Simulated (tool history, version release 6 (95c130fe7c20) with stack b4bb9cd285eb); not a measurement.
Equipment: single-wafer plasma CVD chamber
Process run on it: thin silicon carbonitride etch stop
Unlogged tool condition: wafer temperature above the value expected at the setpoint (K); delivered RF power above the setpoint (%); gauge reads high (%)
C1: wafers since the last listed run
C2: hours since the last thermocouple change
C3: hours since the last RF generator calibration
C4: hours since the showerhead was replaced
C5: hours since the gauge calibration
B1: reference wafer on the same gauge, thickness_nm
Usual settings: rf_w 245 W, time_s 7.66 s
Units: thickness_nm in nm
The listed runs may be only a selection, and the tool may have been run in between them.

{"run": 1, "day": 0.0, "rf_w": 235, "time_s": 7.66, "C1": 0, "C2": 460.6, "C3": 828.9, "C4": 6069.0, "C5": 2407.1, "B1": 4.85, "thickness_nm": 4.84}
{"run": 2, "day": 4.396, "rf_w": 235, "time_s": 7.66, "C1": 3424, "C2": 566.1, "C3": 934.4, "C4": 6174.5, "C5": 2512.6, "B1": 4.853, "thickness_nm": 4.828}
{"run": 3, "day": 7.321, "rf_w": 230, "time_s": 7.0, "C1": 2278, "C2": 636.3, "C3": 1004.6, "C4": 6244.7, "C5": 2582.8, "B1": 4.852, "thickness_nm": 4.37}
{"run": 4, "day": 10.45, "rf_w": 230, "time_s": 7.0, "C1": 2437, "C2": 711.4, "C3": 1079.7, "C4": 6319.8, "C5": 2657.9, "B1": 4.852, "thickness_nm": 4.362}
{"run": 5, "day": 12.9, "rf_w": 260, "time_s": 8.23, "C1": 1908, "C2": 770.2, "C3": 1138.5, "C4": 6378.6, "C5": 2716.7, "B1": 4.848, "thickness_nm": 5.442}
{"run": 6, "day": 17.15, "rf_w": 260, "time_s": 8.23, "C1": 3310, "C2": 872.2, "C3": 1240.5, "C4": 6480.6, "C5": 2818.7, "B1": 4.848, "thickness_nm": 5.422}
{"day": 18.021, "done": "RF generator calibrated"}
{"run": 7, "day": 20.154, "rf_w": 260, "time_s": 8.23, "C1": 2080, "C2": 944.3, "C3": 51.2, "C4": 6552.7, "C5": 2890.8, "B1": 4.852, "thickness_nm": 5.528}
{"day": 21.9, "done": "thermocouple changed; heater temperature recalibrated"}
{"run": 8, "day": 24.129, "rf_w": 245, "time_s": 7.66, "C1": 2836, "C2": 53.5, "C3": 146.6, "C4": 6648.1, "C5": 2986.2, "B1": 4.851, "thickness_nm": 4.978}
{"run": 9, "day": 25.754, "rf_w": 245, "time_s": 7.66, "C1": 1265, "C2": 92.5, "C3": 185.6, "C4": 6687.1, "C5": 3025.2, "B1": 4.85, "thickness_nm": 4.957}
{"run": 10, "day": 28.642, "rf_w": 285, "time_s": 7.66, "C1": 2249, "C2": 161.8, "C3": 254.9, "C4": 6756.4, "C5": 3094.5, "B1": 4.851, "thickness_nm": 5.287}
{"run": 11, "day": 31.188, "rf_w": 285, "time_s": 7.66, "C1": 1983, "C2": 222.9, "C3": 316.0, "C4": 6817.5, "C5": 3155.6, "B1": 4.851, "thickness_nm": 5.291}
{"run": 12, "day": 35.367, "rf_w": 285, "time_s": 7.66, "C1": 3255, "C2": 323.2, "C3": 416.3, "C4": 6917.8, "C5": 3255.9, "B1": 4.851, "thickness_nm": 5.285}
{"day": 36.867, "done": "gauge calibrated"}
{"run": 13, "day": 39.508, "rf_w": 245, "time_s": 7.66, "C1": 3226, "C2": 422.6, "C3": 515.7, "C4": 7017.2, "C5": 63.4, "B1": 4.849, "thickness_nm": 4.927}
{"run": 14, "day": 41.504, "rf_w": 245, "time_s": 7.66, "C1": 1554, "C2": 470.5, "C3": 563.6, "C4": 7065.1, "C5": 111.3, "B1": 4.85, "thickness_nm": 4.916}
{"run": 15, "day": 43.9, "rf_w": 245, "time_s": 7.66, "C1": 1866, "C2": 528.0, "C3": 621.1, "C4": 7122.6, "C5": 168.8, "B1": 4.851, "thickness_nm": 4.912}
{"run": 16, "day": 47.512, "rf_w": 285, "time_s": 7.19, "C1": 2813, "C2": 614.7, "C3": 707.8, "C4": 7209.3, "C5": 255.5, "B1": 4.849, "thickness_nm": 4.936}
{"run": 17, "day": 49.062, "rf_w": 205, "time_s": 8.55, "C1": 1207, "C2": 651.9, "C3": 745.0, "C4": 7246.5, "C5": 292.7, "B1": 4.848, "thickness_nm": 5.041}
{"run": 18, "day": 53.412, "rf_w": 205, "time_s": 6.81, "C1": 3388, "C2": 756.3, "C3": 849.4, "C4": 7350.9, "C5": 397.1, "B1": 4.851, "thickness_nm": 4.008}
{"day": 56.646, "done": "thermocouple changed; heater temperature recalibrated"}
{"run": 19, "day": 57.875, "rf_w": 195, "time_s": 6.84, "C1": 3216, "C2": 29.5, "C3": 956.5, "C4": 7458.0, "C5": 504.2, "B1": 4.851, "thickness_nm": 3.913}
{"run": 20, "day": 59.483, "rf_w": 245, "time_s": 7.66, "C1": 1252, "C2": 68.1, "C3": 995.1, "C4": 7496.6, "C5": 542.8, "B1": 4.849, "thickness_nm": 4.907}

Estimate the outcome of run 21 from the log above:
{"run": 21, "day": 61.625, "rf_w": 245, "time_s": 7.66, "C1": 1668, "C2": 119.5, "C3": 1046.5, "C4": 7548.0, "C5": 594.2, "B1": "?", "thickness_nm": "?"}

Run 21 gave B1 4.847, thickness_nm 4.904 nm.
Take away the tool's hidden state, keep the run-to-run variation as it was, and the same run would have given thickness_nm 5.026 nm.
